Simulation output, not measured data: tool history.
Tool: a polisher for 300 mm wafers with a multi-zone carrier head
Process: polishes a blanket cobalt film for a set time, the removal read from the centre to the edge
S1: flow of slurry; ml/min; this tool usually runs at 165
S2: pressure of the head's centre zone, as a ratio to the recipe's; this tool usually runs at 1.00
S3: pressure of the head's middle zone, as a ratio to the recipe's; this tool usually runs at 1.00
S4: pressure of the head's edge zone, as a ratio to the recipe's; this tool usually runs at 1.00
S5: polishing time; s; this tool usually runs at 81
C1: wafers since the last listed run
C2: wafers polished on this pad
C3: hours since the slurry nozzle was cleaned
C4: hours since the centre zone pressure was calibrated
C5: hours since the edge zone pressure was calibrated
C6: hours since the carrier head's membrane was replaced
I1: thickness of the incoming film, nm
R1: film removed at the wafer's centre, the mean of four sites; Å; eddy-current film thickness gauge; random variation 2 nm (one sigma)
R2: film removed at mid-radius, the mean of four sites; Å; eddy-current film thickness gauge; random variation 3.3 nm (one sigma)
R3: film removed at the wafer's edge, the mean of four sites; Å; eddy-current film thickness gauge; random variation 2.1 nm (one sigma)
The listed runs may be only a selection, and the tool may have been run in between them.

run,hour,S1,S2,S3,S4,S5,C1,C2,C3,C4,C5,C6,I1,R1,R2,R3
1,0.0,165,1.00,1.00,1.00,81,0,1247,415.5,851.2,214.4,51.4,914.2,2261,2277,2273
2,18.2,165,0.91,1.00,1.00,81,98,1346,433.7,869.4,232.6,69.6,908.9,2021,2215,2244
# hour 25.2: worn pad replaced by a new one
3,42.5,120,1.00,1.00,1.00,104,109,93,458.0,893.7,256.9,93.9,905.2,2524,2595,2749
4,56.4,165,0.94,1.00,0.88,81,75,169,471.9,907.6,270.8,107.8,904.1,2076,2207,2155
# hour 60.8: centre zone pressure recalibrated
5,78.7,105,1.00,1.00,1.00,98,109,278,494.2,17.9,293.1,130.1,916.5,2182,2322,2412
6,96.3,165,1.00,1.10,0.94,81,95,374,511.8,35.5,310.7,147.7,909.3,2157,2483,2171
7,124.5,165,1.00,1.10,0.94,81,152,526,540.0,63.7,338.9,175.9,908.5,2137,2463,2135
8,143.8,165,1.00,1.00,1.05,57,104,631,559.3,83.0,358.2,195.2,921.7,1506,1569,1580
9,170.2,105,1.06,1.00,1.10,81,142,774,585.7,109.4,384.6,221.6,898.5,1841,1917,2080
# hour 185.5: slurry nozzle cleaned
10,254.7,150,0.91,1.00,1.00,73,451,1226,69.2,193.9,469.1,306.1,896.3,1873,2141,2076
11,275.5,165,1.00,1.00,1.00,81,112,1338,90.0,214.7,489.9,326.9,906.5,2337,2384,2332
12,305.6,165,1.00,1.00,1.00,81,162,1501,120.1,244.8,520.0,357.0,915.1,2323,2416,2328
# hour 311.9: worn pad replaced by a new one
13,341.7,165,1.00,1.00,1.00,81,173,161,156.2,280.9,556.1,393.1,899.7,2309,2363,2295
14,354.9,165,1.00,1.09,1.00,81,71,232,169.4,294.1,569.3,406.3,907.3,2353,2539,2320
15,384.6,165,0.90,1.00,1.00,81,160,393,199.1,323.8,599.0,436.0,908.0,2062,2357,2335
16,413.1,110,1.00,1.00,0.90,81,154,547,227.6,352.3,627.5,464.5,915.4,1996,2077,2022
17,441.3,165,1.00,1.00,1.00,81,152,700,255.8,380.5,655.7,492.7,921.2,2289,2354,2297
18,517.8,165,1.00,0.96,1.00,61,414,1114,332.3,457.0,732.2,569.2,910.6,1688,1673,1740
19,551.8,165,0.92,1.00,1.06,81,184,1298,366.3,491.0,766.2,603.2,891.8,2103,2308,2308
20,575.5,165,0.94,0.94,1.00,81,128,1426,390.0,514.7,789.9,626.9,916.8,2100,2166,2237
# hour 583.9: worn pad replaced by a new one
21,597.9,165,1.00,1.00,1.00,106,99,75,412.4,537.1,812.3,649.3,894.7,2890,2960,3014

Had the tool no unlogged condition, and each run kept its random variation, what would the results have been?
The hidden state here: removal rate lost through wear of the pad, %; slurry flow missing at the pad, %; deviation of the centre zone's pressure from its setpoint, %; deviation of the edge zone's pressure from its setpoint, %.
run,R1,R2,R3
1,2424,2421,2375
2,2175,2363,2350
3,2823,2859,2933
4,2252,2371,2268
5,2520,2626,2612
6,2362,2689,2297
7,2355,2683,2268
8,1667,1716,1684
9,2207,2236,2296
10,1900,2168,2095
11,2373,2417,2355
12,2368,2458,2357
13,2366,2414,2331
14,2415,2598,2359
15,2125,2421,2381
16,2107,2177,2086
17,2379,2436,2355
18,1776,1750,1797
19,2227,2428,2393
20,2234,2287,2326
21,3087,3137,3142

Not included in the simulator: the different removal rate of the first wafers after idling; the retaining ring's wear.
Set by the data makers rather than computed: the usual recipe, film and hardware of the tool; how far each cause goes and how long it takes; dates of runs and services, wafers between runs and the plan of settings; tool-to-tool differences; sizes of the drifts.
